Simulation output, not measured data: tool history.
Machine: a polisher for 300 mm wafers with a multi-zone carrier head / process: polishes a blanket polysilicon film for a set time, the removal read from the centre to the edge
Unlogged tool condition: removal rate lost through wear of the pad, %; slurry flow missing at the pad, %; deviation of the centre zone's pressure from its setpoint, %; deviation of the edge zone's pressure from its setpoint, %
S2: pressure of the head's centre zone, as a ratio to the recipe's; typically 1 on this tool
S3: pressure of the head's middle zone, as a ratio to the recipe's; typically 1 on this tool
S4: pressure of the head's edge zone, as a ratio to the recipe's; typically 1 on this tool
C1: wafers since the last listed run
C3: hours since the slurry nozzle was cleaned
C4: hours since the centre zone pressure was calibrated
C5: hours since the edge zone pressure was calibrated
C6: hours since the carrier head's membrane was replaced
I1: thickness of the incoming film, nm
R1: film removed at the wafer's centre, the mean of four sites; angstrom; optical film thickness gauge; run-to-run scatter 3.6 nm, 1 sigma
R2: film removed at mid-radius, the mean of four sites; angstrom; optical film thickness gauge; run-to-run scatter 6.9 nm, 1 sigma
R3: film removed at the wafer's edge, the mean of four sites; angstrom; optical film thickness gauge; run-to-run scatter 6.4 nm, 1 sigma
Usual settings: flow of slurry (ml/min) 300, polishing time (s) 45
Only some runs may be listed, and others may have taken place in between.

Run 1, hour 0: usual settings but S2 1.06; C1 0; wafers polished on this pad 17; C3 679.3; C4 1063.2; C5 665; C6 886.5; I1 1457.2. Result: R1 4841 angstrom, R2 4601 angstrom, R3 4588 angstrom.
Run 2, hour 8.9: usual settings but S2 1.06; C1 126; wafers polished on this pad 144; C3 688.2; C4 1072.1; C5 673.9; C6 895.4; I1 1431.9. Result: R1 4804 angstrom, R2 4518 angstrom, R3 4649 angstrom.
Run 3, hour 24.6: usual settings but polishing time (s) 56; C1 223; wafers polished on this pad 367; C3 703.9; C4 1087.8; C5 689.6; C6 911.1; I1 1431.9. Result: R1 5513 angstrom, R2 5627 angstrom, R3 5661 angstrom.
Run 4, hour 31.1: usual settings; C1 92; wafers polished on this pad 460; C3 710.4; C4 1094.3; C5 696.1; C6 917.6; I1 1457.6. Result: R1 4368 angstrom, R2 4347 angstrom, R3 4475 angstrom.
Run 5, hour 39.6: usual settings; C1 121; wafers polished on this pad 581; C3 718.9; C4 1102.8; C5 704.6; C6 926.1; I1 1411.4. Result: R1 4309 angstrom, R2 4344 angstrom, R3 4457 angstrom.
Run 6, hour 53.6: usual settings; C1 199; wafers polished on this pad 781; C3 732.9; C4 1116.8; C5 718.6; C6 940.1; I1 1448.3. Result: R1 4198 angstrom, R2 4142 angstrom, R3 4338 angstrom.
At hour 76: worn pad replaced by a new one.
At hour 102.2: centre zone pressure recalibrated.
Run 7, hour 102.7: usual settings; C1 614; wafers polished on this pad 352; C3 782; C4 0.5; C5 767.7; C6 989.2; I1 1430.1. Result: R1 4225 angstrom, R2 4430 angstrom, R3 4522 angstrom.
At hour 112: edge zone pressure recalibrated.
Run 8, hour 116.8: usual settings but S3 1.06, S4 0.91; C1 172; wafers polished on this pad 525; C3 796.1; C4 14.6; C5 4.8; C6 1003.3; I1 1444.5. Result: R1 4188 angstrom, R2 4433 angstrom, R3 4202 angstrom.
Run 9, hour 123.1: usual settings but flow of slurry (ml/min) 350, S2 0.91, polishing time (s) 57; C1 89; wafers polished on this pad 615; C3 802.4; C4 20.9; C5 11.1; C6 1009.6; I1 1459.2. Result: R1 4976 angstrom, R2 5370 angstrom, R3 5544 angstrom.
At hour 125.1: slurry nozzle cleaned.
Run 10, hour 136: usual settings but S4 0.94; C1 169; wafers polished on this pad 784; C3 10.9; C4 33.8; C5 24; C6 1022.5; I1 1411.3. Result: R1 4381 angstrom, R2 4395 angstrom, R3 4292 angstrom.
At hour 145.9: carrier head's membrane replaced by a new one.
At hour 152.5: worn pad replaced by a new one.
Run 11, hour 153: usual settings but S4 1.05, polishing time (s) 58; C1 114; wafers polished on this pad 7; C3 27.9; C4 50.8; C5 41; C6 7.1; I1 1443.2. Result: R1 6065 angstrom, R2 6088 angstrom, R3 6346 angstrom.
Run 12, hour 166: usual settings but S2 1.06; C1 185; wafers polished on this pad 192; C3 40.9; C4 63.8; C5 54; C6 20.1; I1 1430.6. Result: R1 4987 angstrom, R2 4659 angstrom, R3 4752 angstrom.
Run 13, hour 177.8: usual settings but S4 1.07; C1 168; wafers polished on this pad 361; C3 52.7; C4 75.6; C5 65.8; C6 31.9; I1 1460.7. Result: R1 4600 angstrom, R2 4520 angstrom, R3 4900 angstrom.
Run 14, hour 189.8: usual settings but flow of slurry (ml/min) 375, S2 1.08, S3 0.91, polishing time (s) 49; C1 171; wafers polished on this pad 532; C3 64.7; C4 87.6; C5 77.8; C6 43.9; I1 1436.1. Result: R1 5488 angstrom, R2 4645 angstrom, R3 5173 angstrom.
Run 15, hour 207: usual settings but flow of slurry (ml/min) 270, S2 0.92, S4 1.03, polishing time (s) 40; C1 245; wafers polished on this pad 777; C3 81.9; C4 104.8; C5 95; C6 61.1; I1 1448.4. Result: R1 3542 angstrom, R2 3946 angstrom, R3 4008 angstrom.
At hour 217.4: worn pad replaced by a new one.
Run 16, hour 219.8: usual settings but S3 1.07, S4 1.08, polishing time (s) 58; C1 125; wafers polished on this pad 34; C3 94.7; C4 117.6; C5 107.8; C6 73.9; I1 1439.1. Result: R1 6017 angstrom, R2 6320 angstrom, R3 6450 angstrom.
Run 17, hour 232.6: usual settings but S4 0.92, polishing time (s) 57; C1 182; wafers polished on this pad 216; C3 107.5; C4 130.4; C5 120.6; C6 86.7; I1 1433.3. Result: R1 5856 angstrom, R2 5856 angstrom, R3 5744 angstrom.
Run 18, hour 250.2: usual settings but flow of slurry (ml/min) 365, S2 0.9, S4 1.04, polishing time (s) 59; C1 250; wafers polished on this pad 467; C3 125.1; C4 148; C5 138.2; C6 104.3; I1 1438.5. Result: R1 5482 angstrom, R2 5966 angstrom, R3 6245 angstrom.
Run 19, hour 266.9: usual settings but S2 0.95, S4 1.03; C1 238; wafers polished on this pad 705; C3 141.8; C4 164.7; C5 154.9; C6 121; I1 1456.8. Result: R1 4088 angstrom, R2 4443 angstrom, R3 4568 angstrom.
At hour 283: worn pad replaced by a new one.
Run 20, hour 283.5: usual settings but S4 1.05, polishing time (s) 58; C1 179; wafers polished on this pad 6; C3 158.4; C4 181.3; C5 171.5; C6 137.6; I1 1415.9. Result: R1 6042 angstrom, R2 6171 angstrom, R3 6437 angstrom.
Run 21, hour 291.1: usual settings but flow of slurry (ml/min) 390, S2 1.04, S3 0.92, polishing time (s) 54; C1 108; wafers polished on this pad 115; C3 166; C4 188.9; C5 179.1; C6 145.2; I1 1427. Result: R1 5925 angstrom, R2 5426 angstrom, R3 5771 angstrom.

5 options for the next run, each taken on its own from the tool as it stands now. Forecast them:
Run A, hour 291.5: usual settings but flow of slurry (ml/min) 345; C1 5; wafers polished on this pad 121; C3 166.4; C4 189.3; C5 179.5; C6 145.6; I1 1439.2. Result: R1 ?, R2 ?, R3 ?.
Run B, hour 291.5: usual settings but S4 1.08; C1 5; wafers polished on this pad 121; C3 166.4; C4 189.3; C5 179.5; C6 145.6; I1 1439.2. Result: R1 ?, R2 ?, R3 ?.
Run C, hour 291.5: usual settings but flow of slurry (ml/min) 265, S4 0.94; C1 5; wafers polished on this pad 121; C3 166.4; C4 189.3; C5 179.5; C6 145.6; I1 1439.2. Result: R1 ?, R2 ?, R3 ?.
Run D, hour 291.5: usual settings but polishing time (s) 36; C1 5; wafers polished on this pad 121; C3 166.4; C4 189.3; C5 179.5; C6 145.6; I1 1439.2. Result: R1 ?, R2 ?, R3 ?.
Run E, hour 291.5: usual settings but S3 0.95; C1 5; wafers polished on this pad 121; C3 166.4; C4 189.3; C5 179.5; C6 145.6; I1 1439.2. Result: R1 ?, R2 ?, R3 ?.

run    R1    R2    R3
  A  4694  4717  4825
  B  4617  4646  4954
  C  4538  4575  4577
  D  3693  3717  3816
  E  4615  4450  4773
Had the tool no hidden state, the same runs would have come out as:
run    R1    R2    R3
  A  4818  4837  4939
  B  4745  4770  5076
  C  4670  4703  4694
  D  3796  3816  3910
  E  4743  4569  4891
